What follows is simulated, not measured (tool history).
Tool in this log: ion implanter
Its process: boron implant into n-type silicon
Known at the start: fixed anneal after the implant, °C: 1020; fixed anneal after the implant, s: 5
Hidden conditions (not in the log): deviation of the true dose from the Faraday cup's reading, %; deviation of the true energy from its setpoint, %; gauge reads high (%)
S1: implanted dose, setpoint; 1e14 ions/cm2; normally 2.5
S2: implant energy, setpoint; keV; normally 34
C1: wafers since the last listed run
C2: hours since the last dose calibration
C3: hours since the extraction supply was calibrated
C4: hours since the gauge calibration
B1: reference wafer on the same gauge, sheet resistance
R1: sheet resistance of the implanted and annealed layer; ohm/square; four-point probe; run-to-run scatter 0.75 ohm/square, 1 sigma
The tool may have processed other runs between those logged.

run 1 hour=0 | S1=2.24 S2=34 | C1=0 C2=1972 C3=5348 C4=322.3 | B1=306.09 | R1=352.61
run 2 hour=15.4 | S1=2.24 S2=34 | C1=229 C2=1987.4 C3=5363.4 C4=337.7 | B1=306.08 | R1=353.59
run 3 hour=29.3 | S1=2.24 S2=34 | C1=207 C2=2001.3 C3=5377.3 C4=351.6 | B1=306.09 | R1=352.36
run 4 hour=41.4 | S1=2.5 S2=34 | C1=180 C2=2013.4 C3=5389.4 C4=363.7 | B1=306.13 | R1=324.03
run 5 hour=59.3 | S1=2.5 S2=34 | C1=267 C2=2031.3 C3=5407.3 C4=381.6 | B1=305.95 | R1=323.14
run 6 hour=90.7 | S1=2.5 S2=34 | C1=468 C2=2062.7 C3=5438.7 C4=413 | B1=306 | R1=324.85
run 7 hour=117.3 | S1=2.5 S2=34 | C1=397 C2=2089.3 C3=5465.3 C4=439.6 | B1=305.7 | R1=323.6
run 8 hour=149.6 | S1=2.5 S2=25 | C1=482 C2=2121.6 C3=5497.6 C4=471.9 | B1=305.96 | R1=334.91
run 9 hour=176.8 | S1=2.5 S2=25 | C1=405 C2=2148.8 C3=5524.8 C4=499.1 | B1=305.6 | R1=334.12
run 10 hour=209.9 | S1=2.5 S2=25 | C1=494 C2=2181.9 C3=5557.9 C4=532.2 | B1=306.1 | R1=335.57
run 11 hour=236.1 | S1=2.5 S2=34 | C1=391 C2=2208.1 C3=5584.1 C4=558.4 | B1=305.93 | R1=324.16
run 12 hour=271.3 | S1=2.5 S2=34 | C1=525 C2=2243.3 C3=5619.3 C4=593.6 | B1=306.23 | R1=324
-- hour=283.6 Faraday cup replaced and dose calibrated
run 13 hour=288.8 | S1=2.5 S2=42 | C1=141 C2=5.2 C3=5636.8 C4=611.1 | B1=306.03 | R1=327.5
run 14 hour=309.4 | S1=2.5 S2=34 | C1=307 C2=25.8 C3=5657.4 C4=631.7 | B1=305.86 | R1=334.84
run 15 hour=332.3 | S1=2.04 S2=34 | C1=341 C2=48.7 C3=5680.3 C4=654.6 | B1=306.07 | R1=390.46
run 16 hour=367.1 | S1=2.5 S2=34 | C1=519 C2=83.5 C3=5715.1 C4=689.4 | B1=305.82 | R1=333.37
-- hour=382.3 gauge calibrated
run 17 hour=399.9 | S1=2.02 S2=39 | C1=489 C2=116.3 C3=5747.9 C4=17.6 | B1=306.12 | R1=382.97
run 18 hour=425.6 | S1=2.29 S2=44 | C1=383 C2=142 C3=5773.6 C4=43.3 | B1=306.03 | R1=345.48
-- hour=438.6 extraction supply calibrated
run 19 hour=442 | S1=3.01 S2=38.5 | C1=125 C2=158.4 C3=3.4 C4=59.7 | B1=305.99 | R1=284.2
run 20 hour=465 | S1=2.31 S2=30.5 | C1=343 C2=181.4 C3=26.4 C4=82.7 | B1=306.28 | R1=358.74
run 21 hour=497 | S1=2.69 S2=40 | C1=477 C2=213.4 C3=58.4 C4=114.7 | B1=306.17 | R1=308.6
run 22 hour=524.1 | S1=2.5 S2=43 | C1=404 C2=240.5 C3=85.5 C4=141.8 | B1=305.6 | R1=321.77
run 23 hour=543.7 | S1=2.86 S2=24 | C1=292 C2=260.1 C3=105.1 C4=161.4 | B1=305.86 | R1=309.74
run 24 hour=574 | S1=3.08 S2=37.5 | C1=452 C2=290.4 C3=135.4 C4=191.7 | B1=306.13 | R1=278.25

What will run 25 give?
run 25 hour=603.8 | S1=2.27 S2=24.5 | C1=444 C2=320.2 C3=165.2 C4=221.5 | B1=? | R1=?

B1: 306.11
R1: 368.85 ohm/square
Were there no unlogged condition in the tool, this run, its random variation unchanged, would have produced R1 376.41 ohm/square.
